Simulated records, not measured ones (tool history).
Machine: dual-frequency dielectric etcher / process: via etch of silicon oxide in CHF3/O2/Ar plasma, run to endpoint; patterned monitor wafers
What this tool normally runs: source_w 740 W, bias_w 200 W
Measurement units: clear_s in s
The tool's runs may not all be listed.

run,day,source_w,bias_w,"incoming incoming film thickness, nm",clear_s
1,0,650,200,592.3,279.7
2,0.675,650,200,593.8,280.7
3,1.6,650,200,583.2,273.1
4,2.229,740,200,587,255.7
5,3.104,740,200,587.5,254.3
6,4.217,740,200,585.5,253.2
7,5.617,740,200,583.7,249.2
8,6.875,650,180,591.1,281.2
9,9.975,740,200,581.8,249.5
10,10.521,740,200,584.4,252.4
11,11.975,740,200,584.4,251.9
12,12.921,740,200,583,247.4
13,13.862,740,226,583,239.8
14,14.725,580,180,583.1,294.4
# day 16.25: wet clean of the chamber
15,16.271,640,151,589.1,284.5
16,16.292,880,176,582.6,229.7
17,18.729,740,200,587.9,243.6
# day 19.388: source power generator calibrated
# day 20.458: wet clean of the chamber, repeated, since the last time left the tool worse
18,20.479,600,176,588.7,304.5
19,20.496,820,165,589.3,257.2
20,21.225,740,200,589.5,258.4
# day 21.925: bias power generator calibrated
21,21.988,740,200,589.6,257.7
22,22.779,850,214,589.6,232.7
# day 23.783: upper electrode replaced
23,23.9,740,181,587.9,265.4
24,24.558,650,200,581.6,272.3
25,27.492,740,200,586.9,255.1
26,28.962,740,221,580.2,244.4
27,29.975,600,177,583.2,291.5

For some of the steps in clear_s from one run to the next: how much would appear even if the tool had no hidden state, given the settings, what came in and random variation, and how much remains for the hidden state plus any gauge scatter that the measured result and the result without hidden state don't share?
Hidden state present: etch rate over this chamber's usual, %; source power that arrives over what is set, %; bias power that arrives over what is set, %.
Run 14 -> 15: source_w 580 -> 640, bias_w 180 -> 151, wet clean of the chamber. clear_s -9.9 s: hidden state -7.8, all else -2.1.
Run 15 -> 16: source_w 640 -> 880, bias_w 151 -> 176. clear_s -54.8 s: hidden state +3.4, all else -58.2.
Run 17 -> 18: source_w 740 -> 600, bias_w 200 -> 176, source power generator calibrated, wet clean of the chamber, repeated, since the last time left the tool worse. clear_s +60.9 s: hidden state +15.1, all else +45.8.
